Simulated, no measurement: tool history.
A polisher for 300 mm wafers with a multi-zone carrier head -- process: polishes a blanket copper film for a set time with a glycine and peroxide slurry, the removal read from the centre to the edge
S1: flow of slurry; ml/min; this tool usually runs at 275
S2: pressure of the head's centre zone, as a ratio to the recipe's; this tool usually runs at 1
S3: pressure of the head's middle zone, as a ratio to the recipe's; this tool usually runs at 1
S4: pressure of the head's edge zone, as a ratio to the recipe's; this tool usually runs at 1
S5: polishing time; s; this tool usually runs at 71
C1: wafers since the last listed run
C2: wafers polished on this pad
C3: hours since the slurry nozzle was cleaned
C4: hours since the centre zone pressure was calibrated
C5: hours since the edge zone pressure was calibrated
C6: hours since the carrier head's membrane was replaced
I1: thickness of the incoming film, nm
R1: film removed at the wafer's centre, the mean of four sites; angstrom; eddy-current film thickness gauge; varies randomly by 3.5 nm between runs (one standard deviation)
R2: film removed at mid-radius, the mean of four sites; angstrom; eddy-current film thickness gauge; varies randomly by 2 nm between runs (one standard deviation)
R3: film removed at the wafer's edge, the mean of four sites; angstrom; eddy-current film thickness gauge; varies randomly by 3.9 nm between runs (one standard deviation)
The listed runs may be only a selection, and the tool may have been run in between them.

Run 1, hour 0: usual settings but S3 0.95; C1 0; C2 293; C3 212; C4 424.4; C5 384.9; C6 705.4; I1 1065.4. Result: R1 3245 angstrom, R2 3063 angstrom, R3 3237 angstrom.
Run 2, hour 71: usual settings but S3 0.95; C1 723; C2 1016; C3 283; C4 495.4; C5 455.9; C6 776.4; I1 1060.6. Result: R1 3173 angstrom, R2 2989 angstrom, R3 3218 angstrom.
Run 3, hour 127.1: usual settings but S3 0.95; C1 571; C2 1587; C3 339.1; C4 551.5; C5 512; C6 832.5; I1 1051.1. Result: R1 3065 angstrom, R2 2908 angstrom, R3 3084 angstrom.
At hour 149.3: worn pad replaced by a new one.
Run 4, hour 192.3: usual settings; C1 623; C2 437; C3 404.3; C4 616.7; C5 577.2; C6 897.7; I1 1078.7. Result: R1 2915 angstrom, R2 2818 angstrom, R3 2829 angstrom.
Run 5, hour 232.1: usual settings; C1 405; C2 843; C3 444.1; C4 656.5; C5 617; C6 937.5; I1 1057. Result: R1 2926 angstrom, R2 2809 angstrom, R3 2804 angstrom.
Run 6, hour 258.4: usual settings; C1 267; C2 1110; C3 470.4; C4 682.8; C5 643.3; C6 963.8; I1 1071. Result: R1 2864 angstrom, R2 2763 angstrom, R3 2802 angstrom.
At hour 299.9: worn pad replaced by a new one, repeated, since the last time left the tool worse.
At hour 310.4: carrier head's membrane replaced by a new one.
Run 7, hour 353.4: usual settings; C1 875; C2 493; C3 565.4; C4 777.8; C5 738.3; C6 43; I1 1069.9. Result: R1 3236 angstrom, R2 3158 angstrom, R3 3119 angstrom.
At hour 397.3: slurry nozzle cleaned.
Run 8, hour 403.2: usual settings; C1 497; C2 990; C3 5.9; C4 827.6; C5 788.1; C6 92.8; I1 1058.3. Result: R1 3217 angstrom, R2 3132 angstrom, R3 3208 angstrom.
Run 9, hour 470.3: usual settings but S1 335 ml/min, S2 1.08; C1 683; C2 1674; C3 73; C4 894.7; C5 855.2; C6 159.9; I1 1065.5. Result: R1 3440 angstrom, R2 3082 angstrom, R3 3117 angstrom.
At hour 492.1: worn pad replaced by a new one.
At hour 493.9: centre zone pressure recalibrated.
At hour 528.1: edge zone pressure recalibrated.
Run 10, hour 534: usual settings but S2 0.91, S4 1.06; C1 569; C2 388; C3 136.7; C4 40.1; C5 5.9; C6 223.6; I1 1066.3. Result: R1 2934 angstrom, R2 3158 angstrom, R3 3364 angstrom.
Run 11, hour 581.8: usual settings but S3 1.05, S5 51 s; C1 486; C2 875; C3 184.5; C4 87.9; C5 53.7; C6 271.4; I1 1054.2. Result: R1 2303 angstrom, R2 2347 angstrom, R3 2263 angstrom.
Run 12, hour 647: usual settings but S4 0.97, S5 89 s; C1 664; C2 1539; C3 249.7; C4 153.1; C5 118.9; C6 336.6; I1 1053.9. Result: R1 3868 angstrom, R2 3807 angstrom, R3 3820 angstrom.

Run 13 is up next; what results do you expect?
At hour 669.3: worn pad replaced by a new one.
Run 13, hour 711.5: usual settings but S1 330 ml/min, S3 1.07; C1 616; C2 429; C3 314.2; C4 217.6; C5 183.4; C6 401.1; I1 1059.8. Result: R1 ?, R2 ?, R3 ?.

R1: 3369 angstrom
R2: 3496 angstrom
R3: 3238 angstrom
The same run, on a tool lacking any hidden state, would have yielded R1 3386 angstrom, R2 3514 angstrom, R3 3254 angstrom.

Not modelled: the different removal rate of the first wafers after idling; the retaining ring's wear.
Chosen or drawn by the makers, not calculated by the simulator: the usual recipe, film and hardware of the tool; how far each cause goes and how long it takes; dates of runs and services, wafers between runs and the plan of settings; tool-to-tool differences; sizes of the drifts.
